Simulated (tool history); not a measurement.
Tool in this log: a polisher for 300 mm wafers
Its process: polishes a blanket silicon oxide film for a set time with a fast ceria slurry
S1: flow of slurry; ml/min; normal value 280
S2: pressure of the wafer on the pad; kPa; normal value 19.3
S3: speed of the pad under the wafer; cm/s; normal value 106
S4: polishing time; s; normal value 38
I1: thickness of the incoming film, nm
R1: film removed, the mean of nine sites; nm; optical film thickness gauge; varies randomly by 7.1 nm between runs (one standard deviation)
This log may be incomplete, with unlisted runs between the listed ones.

run    hour   S1    S2   S3  S4      I1     R1
  1     0.0  280  19.3  106  38  1759.3  516.2
  2    89.4  280  19.3  106  35  1794.2  457.6
      168.2  -- worn pad replaced by a new one
  3   193.8  280  19.3  106  35  1791.7  504.8
  4   275.5  280  19.3  106  35  1776.8  478.0
  5   319.7  280  19.3  106  38  1789.2  516.1
      325.7  -- head pressure recalibrated
      331.2  -- slurry nozzle cleaned
  6   367.1  280  19.3  106  38  1751.2  499.3
      450.3  -- worn pad replaced by a new one
  7   467.7  315  21.4  106  38  1793.0  620.9
  8   515.5  230  19.3   80  38  1777.5  400.4
  9   605.7  230  19.3   80  38  1802.8  375.9
      624.7  -- slurry nozzle cleaned
 10   673.1  230  19.3   80  38  1785.2  370.7
 11   731.9  280  19.3  106  38  1788.2  495.5
      804.2  -- worn pad replaced by a new one, of another model than before
      919.9  -- slurry nozzle cleaned
 12  1045.6  280  19.3  106  49  1783.5  644.6
     1057.6  -- head pressure recalibrated
 13  1141.0  280  19.3  106  38  1808.6  495.3
     1158.1  -- worn pad replaced by a new one
 14  1187.6  280  19.3   68  38  1779.2  403.3
 15  1236.6  280  19.3   74  38  1799.9  420.9
     1258.4  -- slurry nozzle cleaned
 16  1297.4  180  19.3  106  49  1795.1  642.2
 17  1387.1  280  19.3  106  34  1779.2  438.6
 18  1434.4  190  19.3  106  38  1777.6  482.7
     1456.4  -- worn pad replaced by a new one
 19  1493.5  280  19.3  106  45  1780.6  656.4
 20  1549.3  280  19.3  106  38  1774.2  535.1
     1608.8  -- slurry nozzle cleaned
 21  1626.0  195  19.3  106  38  1805.0  501.6

Here are 4 independent what-if runs from the current tool condition. What would each one return?
  A  1626.4  280  19.3  116  38  1792.7   ?
  B  1626.4  215  14.5  142  49  1792.7   ?
  C  1626.4  345  17.2   80  31  1792.7   ?
  D  1626.4  190  14.5  106  51  1792.7   ?

run     R1
  A  543.9
  B  698.4
  C  331.5
  D  584.6
With no hidden state in the tool, these same runs would have given:
run     R1
  A  605.0
  B  776.9
  C  368.7
  D  650.3

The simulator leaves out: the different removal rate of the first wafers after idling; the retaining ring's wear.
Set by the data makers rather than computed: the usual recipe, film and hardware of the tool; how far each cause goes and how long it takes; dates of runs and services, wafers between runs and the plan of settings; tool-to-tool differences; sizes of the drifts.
